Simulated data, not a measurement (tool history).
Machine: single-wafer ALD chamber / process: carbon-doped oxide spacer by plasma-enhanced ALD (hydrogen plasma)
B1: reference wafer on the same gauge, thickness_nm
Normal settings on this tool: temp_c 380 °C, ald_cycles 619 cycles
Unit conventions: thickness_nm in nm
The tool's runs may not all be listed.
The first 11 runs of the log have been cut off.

run 12 day=30.079 | temp_c=380 ald_cycles=619 | B1=32.705 | thickness_nm=32.089
-- day=31.529 thermocouple changed; heater temperature recalibrated
run 13 day=33.875 | temp_c=380 ald_cycles=619 | B1=32.693 | thickness_nm=31.981
run 14 day=35.879 | temp_c=380 ald_cycles=619 | B1=32.691 | thickness_nm=32.006
run 15 day=37.629 | temp_c=380 ald_cycles=619 | B1=32.665 | thickness_nm=32.084
run 16 day=39.804 | temp_c=386 ald_cycles=581 | B1=32.678 | thickness_nm=30.013
run 17 day=43.325 | temp_c=380 ald_cycles=619 | B1=32.634 | thickness_nm=32.182
-- day=44.046 gauge calibrated
run 18 day=45.033 | temp_c=380 ald_cycles=619 | B1=33.327 | thickness_nm=32.681
run 19 day=46.646 | temp_c=384 ald_cycles=741 | B1=33.340 | thickness_nm=39.211
run 20 day=48.254 | temp_c=380 ald_cycles=700 | B1=33.322 | thickness_nm=36.851
run 21 day=53.800 | temp_c=380 ald_cycles=619 | B1=33.322 | thickness_nm=32.463

Run 22, settings as shown, results not yet in. Your forecast:
run 22 day=57.771 | temp_c=380 ald_cycles=619 | B1=? | thickness_nm=?

For run 22 the tool returned B1 33.273, thickness_nm 32.567 nm.
Were there no unlogged condition in the tool, this run, its random variation unchanged, would have produced thickness_nm 32.599 nm.
